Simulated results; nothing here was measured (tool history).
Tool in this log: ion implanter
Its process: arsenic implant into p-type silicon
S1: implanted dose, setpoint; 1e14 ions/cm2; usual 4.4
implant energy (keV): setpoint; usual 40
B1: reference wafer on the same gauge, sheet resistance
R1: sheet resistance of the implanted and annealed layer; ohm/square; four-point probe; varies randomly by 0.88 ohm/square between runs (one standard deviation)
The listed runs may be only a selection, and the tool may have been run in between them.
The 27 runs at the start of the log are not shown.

run 28 hour=2251.3 | S1=4.4 implant_energy_(keV)=40 | B1=196.34 | R1=190.49
run 29 hour=2291.8 | S1=4.4 implant_energy_(keV)=40 | B1=196.02 | R1=190.71
run 30 hour=2361.7 | S1=4.4 implant_energy_(keV)=29.5 | B1=195.85 | R1=197.55
run 31 hour=2425.8 | S1=4.4 implant_energy_(keV)=40 | B1=195.95 | R1=189.13
-- hour=2466.6 Faraday cup replaced and dose calibrated
run 32 hour=2467.1 | S1=3.64 implant_energy_(keV)=50 | B1=195.97 | R1=214.16
run 33 hour=2550.9 | S1=5.12 implant_energy_(keV)=53 | B1=195.95 | R1=162.55
run 34 hour=2637 | S1=5.35 implant_energy_(keV)=40 | B1=196.23 | R1=164.06
run 35 hour=2730.1 | S1=3.82 implant_energy_(keV)=47.5 | B1=196.23 | R1=207.76
run 36 hour=2836.1 | S1=4 implant_energy_(keV)=27 | B1=196.28 | R1=215.75
run 37 hour=2878.6 | S1=3.64 implant_energy_(keV)=50 | B1=196.09 | R1=212.9
run 38 hour=2964.7 | S1=5.67 implant_energy_(keV)=27 | B1=196.12 | R1=166.45

Consider 3 possible next runs. They are alternatives, not a sequence: every one starts from the tool as it was left by run 38. What does each give?
run A hour=2965.1 | S1=5.05 implant_energy_(keV)=40 | B1=? | R1=?
run B hour=2965.1 | S1=3.29 implant_energy_(keV)=50.5 | B1=? | R1=?
run C hour=2965.1 | S1=4.9 implant_energy_(keV)=49.5 | B1=? | R1=?

run=A B1=195.66 R1=171.09
run=B B1=195.66 R1=229.72
run=C B1=195.66 R1=169.97
Without the tool's hidden state the same runs would have given:
run=A R1=171.09
run=B R1=229.72
run=C R1=169.97
